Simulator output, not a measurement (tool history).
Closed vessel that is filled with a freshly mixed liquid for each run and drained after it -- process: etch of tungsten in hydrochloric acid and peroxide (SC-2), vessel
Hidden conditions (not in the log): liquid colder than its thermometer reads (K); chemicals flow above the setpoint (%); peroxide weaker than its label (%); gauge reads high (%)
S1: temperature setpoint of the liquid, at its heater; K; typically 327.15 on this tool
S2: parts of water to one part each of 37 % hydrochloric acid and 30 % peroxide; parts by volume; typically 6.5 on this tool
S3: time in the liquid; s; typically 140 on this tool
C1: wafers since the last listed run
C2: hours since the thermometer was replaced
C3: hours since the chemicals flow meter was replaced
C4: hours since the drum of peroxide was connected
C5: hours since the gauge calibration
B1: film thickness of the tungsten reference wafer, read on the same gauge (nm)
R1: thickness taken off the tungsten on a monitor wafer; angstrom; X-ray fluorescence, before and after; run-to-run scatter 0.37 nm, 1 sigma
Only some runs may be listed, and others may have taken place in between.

run	hour	S1	S2	S3	C1	C2	C3	C4	C5	B1	R1
1	0	327.15	6.5	75	0	2169.6	403.3	764.6	1138.2	140	196
2	68.6	327.15	6.5	75	7344	2238.2	471.9	833.2	1206.8	140	200.3
# hour 118.3: chemicals flow meter replaced
3	198	327.15	6.5	75	13746	2367.6	79.7	962.6	1336.2	139.98	191.8
4	233.8	327.15	6.5	85	3832	2403.4	115.5	998.4	1372	140	219.7
# hour 244.9: thermometer replaced
5	282.4	327.15	6.5	85	5096	37.5	164.1	1047	1420.6	140.02	230.2
# hour 328.2: gauge calibrated
6	330.5	327.15	6.5	85	5149	85.6	212.2	1095.1	2.3	139.97	232.9
7	388.7	327.15	6.5	140	6230	143.8	270.4	1153.3	60.5	139.97	373.8
8	418	327.15	6.5	140	3136	173.1	299.7	1182.6	89.8	140	383.5
9	482.1	327.15	6.5	140	6862	237.2	363.8	1246.7	153.9	139.98	382.8
# hour 484: new drum of peroxide connected
10	534.2	327.15	6.5	140	5470	289.3	415.9	50.2	206	139.98	389.6
11	574.2	324.15	8	220	4282	329.3	455.9	90.2	246	140.01	430.6
12	624.1	327.15	8	140	5342	379.2	505.8	140.1	295.9	139.99	334.9
# hour 632.1: chemicals flow meter replaced
13	676.8	327.15	6.5	95	5535	431.9	44.7	192.8	348.6	139.97	257.5
14	739.8	323.15	6.5	140	6744	494.9	107.7	255.8	411.6	140.01	289.6
15	795.1	330.15	5.5	220	5920	550.2	163	311.1	466.9	139.98	816.4
16	834.1	327.15	6.5	140	4175	589.2	202	350.1	505.9	140	375.1
17	886.1	327.15	6.5	140	5567	641.2	254	402.1	557.9	139.97	375.4
18	952.8	327.15	6.5	75	7140	707.9	320.7	468.8	624.6	140.02	204.1
19	1010.6	333.65	9	140	6188	765.7	378.5	526.6	682.4	140	450.3
20	1061.8	334.15	4	110	5481	816.9	429.7	577.8	733.6	140.02	662.9
21	1130	327.15	6.5	140	7301	885.1	497.9	646	801.8	140.01	383.8
22	1161	327.15	5.5	70	3318	916.1	528.9	677	832.8	139.99	217.7
# hour 1209.6: chemicals flow meter replaced
23	1254.9	336.65	9	140	9945	1010	45.3	770.9	926.7	140.01	521.1
24	1288.3	323.15	7.5	175	3575	1043.4	78.7	804.3	960.1	140.03	321.4
25	1358.8	321.15	7.5	140	7547	1113.9	149.2	874.8	1030.6	140.02	220.7
26	1384.7	327.15	4	140	2772	1139.8	175.1	900.7	1056.5	140.03	523.9
27	1426.3	327.15	6.5	140	4453	1181.4	216.7	942.3	1098.1	139.96	374.3
28	1451.7	327.15	6.5	140	2719	1206.8	242.1	967.7	1123.5	140.02	367.5
29	1508.7	327.15	6.5	220	6102	1263.8	299.1	1024.7	1180.5	140.03	598.4
30	1551.2	327.15	4.5	65	4550	1306.3	341.6	1067.2	1223	139.98	226.2
31	1576.5	333.15	4.5	75	2708	1331.6	366.9	1092.5	1248.3	139.99	395.5

What if the next run were any one of these 3? Each begins from the tool's condition after run 31:
A	1577.2	327.15	6.5	140	74	1332.3	367.6	1093.2	1249	?	?
B	1577.2	336.65	6.5	140	74	1332.3	367.6	1093.2	1249	?	?
C	1577.2	327.15	6.5	200	74	1332.3	367.6	1093.2	1249	?	?

run	B1	R1
A	140.01	382.8
B	140.01	699
C	140.01	546.8
The same runs, with their run-to-run variation unchanged, on a tool lacking any hidden condition would have given:
run	R1
A	371.9
B	678
C	531.3
